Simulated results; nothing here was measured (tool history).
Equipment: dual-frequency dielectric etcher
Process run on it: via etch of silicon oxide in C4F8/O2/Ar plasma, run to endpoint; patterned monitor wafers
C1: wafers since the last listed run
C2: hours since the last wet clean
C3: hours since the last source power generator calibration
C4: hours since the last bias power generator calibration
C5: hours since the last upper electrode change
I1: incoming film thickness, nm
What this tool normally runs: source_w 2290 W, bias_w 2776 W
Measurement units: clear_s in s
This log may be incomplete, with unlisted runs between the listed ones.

Run 1, day 0.000: usual settings; C1 0; C2 481.5; C3 4875.3; C4 3282.9; C5 4116.5; I1 2193.4. Result: clear_s 432.5 s.
At day 1.796: wet clean of the chamber.
Run 2, day 1.817: usual settings; C1 73; C2 0.5; C3 4918.9; C4 3326.5; C5 4160.1; I1 2174.5. Result: clear_s 421.1 s.
Run 3, day 2.000: usual settings but source_w 2140 W; C1 16; C2 4.9; C3 4923.3; C4 3330.9; C5 4164.5; I1 2180.8. Result: clear_s 442.0 s.
Run 4, day 3.183: usual settings; C1 106; C2 33.3; C3 4951.7; C4 3359.3; C5 4192.9; I1 2192.3. Result: clear_s 425.2 s.
Run 5, day 4.492: usual settings; C1 117; C2 64.7; C3 4983.1; C4 3390.7; C5 4224.3; I1 2185.1. Result: clear_s 427.3 s.
Run 6, day 5.533: usual settings; C1 93; C2 89.7; C3 5008.1; C4 3415.7; C5 4249.3; I1 2193.2. Result: clear_s 428.9 s.
Run 7, day 6.308: usual settings but source_w 2130 W, bias_w 2572 W; C1 69; C2 108.3; C3 5026.7; C4 3434.3; C5 4267.9; I1 2178.0. Result: clear_s 450.0 s.
Run 8, day 7.133: usual settings but source_w 2130 W, bias_w 2572 W; C1 73; C2 128.1; C3 5046.5; C4 3454.1; C5 4287.7; I1 2197.2. Result: clear_s 457.7 s.
Run 9, day 8.554: usual settings; C1 127; C2 162.2; C3 5080.6; C4 3488.2; C5 4321.8; I1 2189.0. Result: clear_s 431.1 s.
Run 10, day 9.288: usual settings; C1 65; C2 179.8; C3 5098.2; C4 3505.8; C5 4339.4; I1 2198.2. Result: clear_s 428.0 s.
Run 11, day 9.938: usual settings; C1 58; C2 195.4; C3 5113.8; C4 3521.4; C5 4355.0; I1 2168.1. Result: clear_s 426.5 s.
At day 10.712: source power generator calibrated.
At day 11.750: upper electrode replaced.
Run 12, day 11.771: usual settings; C1 59; C2 239.4; C3 25.4; C4 3565.4; C5 0.5; I1 2198.4. Result: clear_s 433.4 s.
Run 13, day 12.838: usual settings; C1 95; C2 265.0; C3 51.0; C4 3591.0; C5 26.1; I1 2178.4. Result: clear_s 430.5 s.
Run 14, day 13.596: usual settings; C1 68; C2 283.2; C3 69.2; C4 3609.2; C5 44.3; I1 2199.3. Result: clear_s 438.2 s.
Run 15, day 15.767: usual settings but source_w 1850 W; C1 194; C2 335.3; C3 121.3; C4 3661.3; C5 96.4; I1 2172.1. Result: clear_s 494.1 s.
Run 16, day 17.062: usual settings but source_w 1850 W; C1 116; C2 366.4; C3 152.4; C4 3692.4; C5 127.5; I1 2160.5. Result: clear_s 486.2 s.
Run 17, day 17.754: usual settings; C1 62; C2 383.0; C3 169.0; C4 3709.0; C5 144.1; I1 2167.3. Result: clear_s 434.3 s.
Run 18, day 18.279: usual settings; C1 47; C2 395.6; C3 181.6; C4 3721.6; C5 156.7; I1 2180.4. Result: clear_s 436.2 s.
Run 19, day 19.571: usual settings but source_w 2440 W, bias_w 3071 W; C1 115; C2 426.6; C3 212.6; C4 3752.6; C5 187.7; I1 2172.1. Result: clear_s 404.9 s.
At day 19.933: bias power generator calibrated.
At day 21.192: wet clean of the chamber.
Run 20, day 21.212: usual settings but source_w 1730 W; C1 42; C2 0.5; C3 252.0; C4 30.7; C5 227.1; I1 2164.7. Result: clear_s 503.1 s.
Run 21, day 21.821: usual settings but source_w 2050 W, bias_w 2978 W; C1 54; C2 15.1; C3 266.6; C4 45.3; C5 241.7; I1 2188.4. Result: clear_s 440.2 s.
Run 22, day 22.817: usual settings; C1 89; C2 39.0; C3 290.5; C4 69.2; C5 265.6; I1 2158.8. Result: clear_s 417.4 s.
Run 23, day 23.504: usual settings but source_w 2520 W, bias_w 3373 W; C1 61; C2 55.5; C3 307.0; C4 85.7; C5 282.1; I1 2149.6. Result: clear_s 372.7 s.
Run 24, day 24.454: usual settings but source_w 1810 W, bias_w 3188 W; C1 85; C2 78.3; C3 329.8; C4 108.5; C5 304.9; I1 2168.7. Result: clear_s 468.0 s.
Run 25, day 25.733: usual settings; C1 114; C2 109.0; C3 360.5; C4 139.2; C5 335.6; I1 2157.3. Result: clear_s 417.3 s.
Run 26, day 26.625: usual settings; C1 79; C2 130.4; C3 381.9; C4 160.6; C5 357.0; I1 2189.2. Result: clear_s 426.2 s.
Run 27, day 27.842: usual settings; C1 109; C2 159.6; C3 411.1; C4 189.8; C5 386.2; I1 2211.3. Result: clear_s 429.7 s.
Run 28, day 29.067: usual settings but source_w 2110 W, bias_w 3001 W; C1 109; C2 189.0; C3 440.5; C4 219.2; C5 415.6; I1 2167.0. Result: clear_s 432.9 s.
Run 29, day 29.812: usual settings but source_w 1910 W, bias_w 3079 W; C1 66; C2 206.9; C3 458.4; C4 237.1; C5 433.5; I1 2176.9. Result: clear_s 467.8 s.
Run 30, day 30.488: usual settings but source_w 1800 W, bias_w 2370 W; C1 60; C2 223.1; C3 474.6; C4 253.3; C5 449.7; I1 2180.5. Result: clear_s 519.9 s.
Run 31, day 31.642: usual settings but bias_w 3465 W; C1 103; C2 250.8; C3 502.3; C4 281.0; C5 477.4; I1 2171.4. Result: clear_s 400.9 s.
Run 32, day 33.025: usual settings but bias_w 2563 W; C1 124; C2 284.0; C3 535.5; C4 314.2; C5 510.6; I1 2167.3. Result: clear_s 435.5 s.
Run 33, day 34.204: usual settings but source_w 1940 W, bias_w 2974 W; C1 105; C2 312.3; C3 563.8; C4 342.5; C5 538.9; I1 2176.4. Result: clear_s 465.0 s.
Run 34, day 34.842: usual settings; C1 57; C2 327.6; C3 579.1; C4 357.8; C5 554.2; I1 2199.4. Result: clear_s 430.2 s.

Describe how what the log doesn't record of the tool's condition differs between the last listed run preceding each entry between runs and the first listed run following it.
Runs 1 to 2: wet clean of the chamber (day 1.796)
  etch rate over this chamber's usual, %: -3.57 -> -0.672
  measured value less the no-hidden-state value, clear_s: +15.4 -> +2.8 s
Runs 11 to 12: source power generator calibrated (day 10.712); upper electrode replaced (day 11.750)
  etch rate over this chamber's usual, %: -2.05 -> -2.37
  measured value less the no-hidden-state value, clear_s: +8.8 -> +10.3 s
Runs 19 to 20: bias power generator calibrated (day 19.933); wet clean of the chamber (day 21.192)
  etch rate over this chamber's usual, %: -3.69 -> -0.0747
  measured value less the no-hidden-state value, clear_s: +14.9 -> +0.4 s
